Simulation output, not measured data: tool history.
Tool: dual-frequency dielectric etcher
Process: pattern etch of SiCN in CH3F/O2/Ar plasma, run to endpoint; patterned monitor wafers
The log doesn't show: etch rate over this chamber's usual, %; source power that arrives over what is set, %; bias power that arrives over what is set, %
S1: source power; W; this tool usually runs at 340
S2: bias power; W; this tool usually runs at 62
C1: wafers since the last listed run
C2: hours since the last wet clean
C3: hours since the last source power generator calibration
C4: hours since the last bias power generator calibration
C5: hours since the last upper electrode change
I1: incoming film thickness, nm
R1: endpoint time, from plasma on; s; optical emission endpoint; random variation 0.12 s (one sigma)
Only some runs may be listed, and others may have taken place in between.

run 1 day=0 | S1=340 S2=62 | C1=0 C2=93.8 C3=689.4 C4=712.4 C5=5194.1 | I1=7.65 | R1=22.9
run 2 day=3.754 | S1=340 S2=62 | C1=1106 C2=183.9 C3=779.5 C4=802.5 C5=5284.2 | I1=7.58 | R1=22.6
run 3 day=8.042 | S1=340 S2=62 | C1=1264 C2=286.8 C3=882.4 C4=905.4 C5=5387.1 | I1=7.74 | R1=23.2
run 4 day=10.7 | S1=340 S2=62 | C1=783 C2=350.6 C3=946.2 C4=969.2 C5=5450.9 | I1=7.67 | R1=22.6
run 5 day=13.988 | S1=340 S2=62 | C1=969 C2=429.5 C3=1025.1 C4=1048.1 C5=5529.8 | I1=7.68 | R1=22.9
run 6 day=18.267 | S1=340 S2=62 | C1=1261 C2=532.2 C3=1127.8 C4=1150.8 C5=5632.5 | I1=7.72 | R1=23
-- day=20.367 wet clean of the chamber
run 7 day=22.733 | S1=290 S2=62 | C1=1022 C2=56.8 C3=1235 C4=1258 C5=5739.7 | I1=7.71 | R1=24.6
run 8 day=26.662 | S1=290 S2=62 | C1=1158 C2=151.1 C3=1329.3 C4=1352.3 C5=5834 | I1=7.72 | R1=24.3
-- day=27.771 source power generator calibrated
-- day=28.921 upper electrode replaced
run 9 day=29.038 | S1=290 S2=62 | C1=356 C2=208.1 C3=30.4 C4=1409.3 C5=2.8 | I1=7.7 | R1=25
run 10 day=30.812 | S1=340 S2=62 | C1=523 C2=250.7 C3=73 C4=1451.9 C5=45.4 | I1=7.81 | R1=23.6
run 11 day=33.329 | S1=340 S2=62 | C1=742 C2=311.1 C3=133.4 C4=1512.3 C5=105.8 | I1=7.73 | R1=23.2
run 12 day=36.592 | S1=340 S2=67 | C1=961 C2=389.4 C3=211.7 C4=1590.6 C5=184.1 | I1=7.73 | R1=22.7
run 13 day=39.45 | S1=380 S2=71 | C1=842 C2=458 C3=280.3 C4=1659.2 C5=252.7 | I1=7.63 | R1=21
-- day=42.283 wet clean of the chamber
run 14 day=42.304 | S1=340 S2=57 | C1=546 C2=0.5 C3=348.8 C4=1727.7 C5=321.2 | I1=7.61 | R1=23.4
run 15 day=43.667 | S1=340 S2=62 | C1=401 C2=33.2 C3=381.5 C4=1760.4 C5=353.9 | I1=7.79 | R1=23.2
-- day=43.933 bias power generator calibrated
run 16 day=46.1 | S1=260 S2=62 | C1=668 C2=91.6 C3=439.9 C4=52 C5=412.3 | I1=7.69 | R1=26
run 17 day=49.688 | S1=340 S2=62 | C1=1057 C2=177.7 C3=526 C4=138.1 C5=498.4 | I1=7.67 | R1=22.7
run 18 day=53.946 | S1=380 S2=68 | C1=1255 C2=279.9 C3=628.2 C4=240.3 C5=600.6 | I1=7.65 | R1=21.3
run 19 day=56.512 | S1=300 S2=49 | C1=756 C2=341.5 C3=689.8 C4=301.9 C5=662.2 | I1=7.66 | R1=25.7
run 20 day=59.8 | S1=270 S2=72 | C1=969 C2=420.4 C3=768.7 C4=380.8 C5=741.1 | I1=7.79 | R1=24.6
-- day=63.917 wet clean of the chamber
run 21 day=63.938 | S1=310 S2=58 | C1=925 C2=0.5 C3=868 C4=480.1 C5=840.4 | I1=7.69 | R1=24.4
run 22 day=65.104 | S1=340 S2=62 | C1=344 C2=28.5 C3=896 C4=508.1 C5=868.4 | I1=7.7 | R1=23.1
run 23 day=68.888 | S1=340 S2=62 | C1=1115 C2=119.3 C3=986.8 C4=598.9 C5=959.2 | I1=7.73 | R1=22.9

5 options for the next run, each taken on its own from the tool as it stands now. Forecast them:
run A day=68.904 | S1=340 S2=70 | C1=4 C2=119.7 C3=987.2 C4=599.3 C5=959.6 | I1=7.69 | R1=?
run B day=68.904 | S1=410 S2=68 | C1=4 C2=119.7 C3=987.2 C4=599.3 C5=959.6 | I1=7.69 | R1=?
run C day=68.904 | S1=380 S2=57 | C1=4 C2=119.7 C3=987.2 C4=599.3 C5=959.6 | I1=7.69 | R1=?
run D day=68.904 | S1=380 S2=62 | C1=4 C2=119.7 C3=987.2 C4=599.3 C5=959.6 | I1=7.69 | R1=?
run E day=68.904 | S1=390 S2=47 | C1=4 C2=119.7 C3=987.2 C4=599.3 C5=959.6 | I1=7.69 | R1=?

run=A R1=22.2
run=B R1=20.7
run=C R1=22.5
run=D R1=22
run=E R1=23.4
With the hidden condition removed and each run's random variation left untouched, the same runs would have given:
run=A R1=22.4
run=B R1=20.9
run=C R1=22.7
run=D R1=22.2
run=E R1=23.6

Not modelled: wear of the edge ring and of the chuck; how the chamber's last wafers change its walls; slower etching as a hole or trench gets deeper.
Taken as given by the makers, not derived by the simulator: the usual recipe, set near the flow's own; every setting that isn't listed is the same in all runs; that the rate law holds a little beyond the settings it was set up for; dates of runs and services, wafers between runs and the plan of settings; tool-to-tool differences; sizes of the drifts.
